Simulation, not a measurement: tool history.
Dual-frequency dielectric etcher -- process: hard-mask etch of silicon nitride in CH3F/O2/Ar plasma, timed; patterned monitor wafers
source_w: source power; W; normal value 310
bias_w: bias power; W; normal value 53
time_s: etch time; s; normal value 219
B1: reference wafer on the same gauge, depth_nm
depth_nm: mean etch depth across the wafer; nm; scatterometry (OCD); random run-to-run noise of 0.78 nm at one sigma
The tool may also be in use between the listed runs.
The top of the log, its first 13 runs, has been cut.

{"hour": 984.5, "done": "gauge calibrated"}
{"run": 14, "hour": 1057.7, "source_w": 310, "bias_w": 64, "time_s": 273, "B1": 143.8, "depth_nm": 158.1}
{"run": 15, "hour": 1120.3, "source_w": 350, "bias_w": 65, "time_s": 241.5, "B1": 144.1, "depth_nm": 148.1}
{"run": 16, "hour": 1204.6, "source_w": 370, "bias_w": 53, "time_s": 282, "B1": 144.1, "depth_nm": 164.3}
{"run": 17, "hour": 1245.9, "source_w": 280, "bias_w": 57, "time_s": 279, "B1": 144, "depth_nm": 146.8}
{"hour": 1291.0, "done": "wet clean of the chamber"}
{"run": 18, "hour": 1302.7, "source_w": 240, "bias_w": 53, "time_s": 219, "B1": 144.2, "depth_nm": 108.5}
{"hour": 1337.6, "done": "bias power generator calibrated"}
{"run": 19, "hour": 1399.6, "source_w": 310, "bias_w": 53, "time_s": 269, "B1": 143.8, "depth_nm": 147.8}
{"run": 20, "hour": 1484.7, "source_w": 260, "bias_w": 41, "time_s": 242.5, "B1": 144.1, "depth_nm": 113.8}
{"run": 21, "hour": 1521.7, "source_w": 310, "bias_w": 53, "time_s": 219, "B1": 144.2, "depth_nm": 119}
{"run": 22, "hour": 1562.5, "source_w": 360, "bias_w": 63, "time_s": 219, "B1": 144.4, "depth_nm": 133.2}
{"run": 23, "hour": 1611.8, "source_w": 310, "bias_w": 58, "time_s": 219, "B1": 144, "depth_nm": 121.1}
{"run": 24, "hour": 1674.7, "source_w": 310, "bias_w": 53, "time_s": 167.5, "B1": 143.8, "depth_nm": 90.5}
{"hour": 1759.8, "done": "upper electrode replaced"}
{"hour": 1871.0, "done": "wet clean of the chamber"}
{"run": 25, "hour": 1875.9, "source_w": 340, "bias_w": 44, "time_s": 187, "B1": 143.9, "depth_nm": 103.4}
{"run": 26, "hour": 1949.4, "source_w": 310, "bias_w": 53, "time_s": 219, "B1": 143.8, "depth_nm": 120.7}
{"run": 27, "hour": 2080.0, "source_w": 280, "bias_w": 57, "time_s": 183.5, "B1": 143.7, "depth_nm": 97.1}
{"run": 28, "hour": 2166.8, "source_w": 310, "bias_w": 53, "time_s": 219, "B1": 143.8, "depth_nm": 119.9}
{"run": 29, "hour": 2270.3, "source_w": 310, "bias_w": 53, "time_s": 219, "B1": 144.4, "depth_nm": 119.1}
{"hour": 2428.0, "done": "wet clean of the chamber"}
{"run": 30, "hour": 2503.9, "source_w": 310, "bias_w": 53, "time_s": 177.5, "B1": 144.1, "depth_nm": 97.4}

Forecast each of these 3 alternatives for the next run:
{"run": "A", "hour": 2504.4, "source_w": 310, "bias_w": 53, "time_s": 219, "B1": "?", "depth_nm": "?"}
{"run": "B", "hour": 2504.4, "source_w": 250, "bias_w": 41, "time_s": 191, "B1": "?", "depth_nm": "?"}
{"run": "C", "hour": 2504.4, "source_w": 360, "bias_w": 58, "time_s": 202.5, "B1": "?", "depth_nm": "?"}

run=A B1=143.9 depth_nm=120.2
run=B B1=143.9 depth_nm=88.6
run=C B1=143.9 depth_nm=121.8
What these runs would have given with no unlogged condition in the tool:
run=A depth_nm=121.4
run=B depth_nm=89.4
run=C depth_nm=122.9
